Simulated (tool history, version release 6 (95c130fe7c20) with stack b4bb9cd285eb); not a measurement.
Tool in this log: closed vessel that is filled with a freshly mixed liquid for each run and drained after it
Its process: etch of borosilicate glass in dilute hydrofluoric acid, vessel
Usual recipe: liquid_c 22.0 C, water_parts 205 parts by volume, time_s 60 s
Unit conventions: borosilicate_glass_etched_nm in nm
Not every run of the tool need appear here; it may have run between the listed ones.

| run | hour | liquid_c | water_parts | time_s | wafers since the last listed run | hours since the thermometer was replaced | hours since the hydrofluoric acid flow meter was replaced | hours since the gauge calibration | read-back film thickness of the borosilicate glass reference wafer, read on the same gauge (nm) | borosilicate_glass_etched_nm |
|---|---|---|---|---|---|---|---|---|---|---|
| 1 | 0.0 | 22.0 | 205 | 60 | 0 | 1874.8 | 819.3 | 826.8 | 140.00 | 9.18 |
| 2 | 51.5 | 25.0 | 205 | 60 | 5731 | 1926.3 | 870.8 | 878.3 | 139.97 | 10.26 |
|  | 89.8 | thermometer replaced |
| 3 | 94.5 | 25.0 | 205 | 60 | 4674 | 4.7 | 913.8 | 921.3 | 140.03 | 10.58 |
| 4 | 153.6 | 25.0 | 205 | 60 | 6577 | 63.8 | 972.9 | 980.4 | 139.98 | 10.51 |
| 5 | 191.2 | 22.0 | 205 | 75 | 4184 | 101.4 | 1010.5 | 1018.0 | 139.99 | 11.67 |
| 6 | 225.0 | 22.0 | 205 | 75 | 3761 | 135.2 | 1044.3 | 1051.8 | 140.01 | 11.82 |
| 7 | 249.3 | 22.0 | 205 | 75 | 2704 | 159.5 | 1068.6 | 1076.1 | 140.03 | 11.75 |
| 8 | 311.5 | 22.0 | 205 | 60 | 6922 | 221.7 | 1130.8 | 1138.3 | 139.99 | 9.43 |
| 9 | 365.8 | 22.0 | 205 | 30 | 6043 | 276.0 | 1185.1 | 1192.6 | 139.98 | 4.65 |
| 10 | 428.5 | 22.0 | 205 | 60 | 6978 | 338.7 | 1247.8 | 1255.3 | 139.99 | 9.22 |
|  | 546.5 | gauge calibrated |
| 11 | 552.3 | 22.0 | 205 | 85 | 13778 | 462.5 | 1371.6 | 5.8 | 140.02 | 13.07 |
|  | 595.8 | hydrofluoric acid flow meter replaced |
| 12 | 597.9 | 27.0 | 205 | 80 | 4963 | 508.1 | 2.1 | 51.4 | 139.98 | 15.53 |
| 13 | 630.0 | 22.0 | 205 | 60 | 3572 | 540.2 | 34.2 | 83.5 | 139.95 | 9.69 |
| 14 | 693.0 | 22.0 | 205 | 60 | 7011 | 603.2 | 97.2 | 146.5 | 139.99 | 9.74 |
| 15 | 748.8 | 22.0 | 205 | 85 | 6210 | 659.0 | 153.0 | 202.3 | 140.00 | 13.75 |
| 16 | 820.8 | 24.5 | 130 | 60 | 8013 | 731.0 | 225.0 | 274.3 | 140.03 | 18.16 |
| 17 | 855.4 | 22.0 | 160 | 80 | 3850 | 765.6 | 259.6 | 308.9 | 139.98 | 17.09 |
| 18 | 893.9 | 22.0 | 205 | 60 | 4284 | 804.1 | 298.1 | 347.4 | 139.95 | 9.58 |
| 19 | 932.1 | 20.0 | 205 | 30 | 4251 | 842.3 | 336.3 | 385.6 | 139.99 | 4.43 |
| 20 | 959.9 | 22.0 | 205 | 60 | 3094 | 870.1 | 364.1 | 413.4 | 140.04 | 9.50 |
| 21 | 1027.7 | 22.0 | 120 | 60 | 7545 | 937.9 | 431.9 | 481.2 | 139.99 | 17.72 |
| 22 | 1078.7 | 18.5 | 205 | 60 | 5676 | 988.9 | 482.9 | 532.2 | 140.00 | 8.30 |
| 23 | 1115.8 | 24.5 | 270 | 85 | 4129 | 1026.0 | 520.0 | 569.3 | 140.02 | 10.46 |
| 24 | 1161.6 | 24.5 | 270 | 85 | 5097 | 1071.8 | 565.8 | 615.1 | 140.00 | 10.35 |
| 25 | 1231.8 | 26.0 | 205 | 35 | 7812 | 1142.0 | 636.0 | 685.3 | 139.99 | 6.35 |
| 26 | 1257.7 | 22.0 | 205 | 60 | 2882 | 1167.9 | 661.9 | 711.2 | 140.00 | 9.41 |
| 27 | 1296.2 | 22.0 | 275 | 60 | 4284 | 1206.4 | 700.4 | 749.7 | 140.06 | 6.51 |
| 28 | 1334.3 | 17.5 | 130 | 80 | 4240 | 1244.5 | 738.5 | 787.8 | 140.01 | 17.76 |
| 29 | 1375.0 | 24.5 | 230 | 35 | 4529 | 1285.2 | 779.2 | 828.5 | 140.01 | 5.13 |
| 30 | 1423.7 | 23.5 | 205 | 75 | 5420 | 1333.9 | 827.9 | 877.2 | 140.02 | 12.27 |
| 31 | 1492.4 | 19.5 | 285 | 50 | 7646 | 1402.6 | 896.6 | 945.9 | 140.03 | 4.66 |
| 32 | 1528.2 | 25.5 | 205 | 60 | 3984 | 1438.4 | 932.4 | 981.7 | 139.99 | 10.49 |
| 33 | 1556.9 | 25.5 | 295 | 60 | 3194 | 1467.1 | 961.1 | 1010.4 | 139.94 | 6.69 |

Predict each of these 4 candidate next runs independently; none follows another, all start after run 33:
| A | 1557.6 | 22.0 | 205 | 60 | 77 | 1467.8 | 961.8 | 1011.1 | ? | ? |
| B | 1557.6 | 19.5 | 150 | 75 | 77 | 1467.8 | 961.8 | 1011.1 | ? | ? |
| C | 1557.6 | 19.0 | 160 | 75 | 77 | 1467.8 | 961.8 | 1011.1 | ? | ? |
| D | 1557.6 | 24.0 | 205 | 60 | 77 | 1467.8 | 961.8 | 1011.1 | ? | ? |

| run | read-back film thickness of the borosilicate glass reference wafer, read on the same gauge (nm) | borosilicate_glass_etched_nm |
|---|---|---|
| A | 139.99 | 9.12 |
| B | 139.99 | 14.97 |
| C | 139.99 | 13.61 |
| D | 139.99 | 9.83 |
Take away the tool's hidden state, keep each run's random variation, and the runs would have read:
| run | borosilicate_glass_etched_nm |
|---|---|
| A | 9.78 |
| B | 16.05 |
| C | 14.60 |
| D | 10.54 |
